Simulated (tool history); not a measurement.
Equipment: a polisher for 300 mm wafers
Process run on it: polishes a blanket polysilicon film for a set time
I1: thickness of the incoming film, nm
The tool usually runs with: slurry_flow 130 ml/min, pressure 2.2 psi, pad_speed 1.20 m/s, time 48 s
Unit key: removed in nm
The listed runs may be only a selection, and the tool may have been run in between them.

Run 1, day 0.000: usual settings but pressure 1.8 psi; I1 1334.1. Result: removed 331.3 nm.
Run 2, day 2.667: usual settings but time 57 s; I1 1310.2. Result: removed 442.9 nm.
Run 3, day 6.812: usual settings but slurry_flow 165 ml/min; I1 1330.9. Result: removed 387.6 nm.
At day 7.183: head pressure recalibrated.
At day 7.404: worn pad replaced by a new one.
Run 4, day 9.408: usual settings but slurry_flow 165 ml/min; I1 1329.9. Result: removed 435.1 nm.
Run 5, day 11.100: usual settings; I1 1336.0. Result: removed 416.1 nm.
Run 6, day 14.692: usual settings; I1 1330.6. Result: removed 403.2 nm.
Run 7, day 16.383: usual settings; I1 1334.0. Result: removed 394.2 nm.
Run 8, day 19.538: usual settings but pressure 2.7 psi; I1 1317.9. Result: removed 441.7 nm.
Run 9, day 23.688: usual settings but pressure 2.7 psi; I1 1328.9. Result: removed 434.0 nm.
Run 10, day 27.550: usual settings but pressure 2.7 psi; I1 1300.6. Result: removed 432.2 nm.
Run 11, day 29.054: usual settings but pressure 2.5 psi, time 35 s; I1 1314.5. Result: removed 307.8 nm.
At day 31.358: slurry nozzle cleaned.
At day 33.012: head pressure recalibrated.
Run 12, day 33.388: usual settings but slurry_flow 160 ml/min; I1 1330.0. Result: removed 390.7 nm.
At day 34.546: worn pad replaced by a new one.
Run 13, day 37.321: usual settings but slurry_flow 160 ml/min; I1 1315.1. Result: removed 423.3 nm.
Run 14, day 39.629: usual settings but slurry_flow 160 ml/min; I1 1333.4. Result: removed 423.2 nm.
Run 15, day 41.854: usual settings but pad_speed 1.30 m/s, time 53 s; I1 1353.9. Result: removed 471.8 nm.
Run 16, day 45.450: usual settings; I1 1323.7. Result: removed 388.5 nm.
Run 17, day 53.504: usual settings but pressure 2.9 psi, time 31 s; I1 1327.6. Result: removed 294.0 nm.
Run 18, day 57.550: usual settings; I1 1313.8. Result: removed 377.3 nm.
Run 19, day 60.088: usual settings but slurry_flow 115 ml/min, pressure 2.8 psi, pad_speed 1.54 m/s, time 57 s; I1 1339.6. Result: removed 640.8 nm.
Run 20, day 61.608: usual settings but pressure 1.8 psi, time 61 s; I1 1303.1. Result: removed 413.8 nm.

Predict the results of run 21:
At day 61.833: worn pad replaced by a new one.
At day 62.958: slurry nozzle cleaned.
At day 64.488: head pressure recalibrated.
Run 21, day 66.038: usual settings but slurry_flow 160 ml/min; I1 1325.4. Result: removed ?.

removed: 421.5 nm
Had the tool carried no hidden state, the very same run would have given removed 442.0 nm.

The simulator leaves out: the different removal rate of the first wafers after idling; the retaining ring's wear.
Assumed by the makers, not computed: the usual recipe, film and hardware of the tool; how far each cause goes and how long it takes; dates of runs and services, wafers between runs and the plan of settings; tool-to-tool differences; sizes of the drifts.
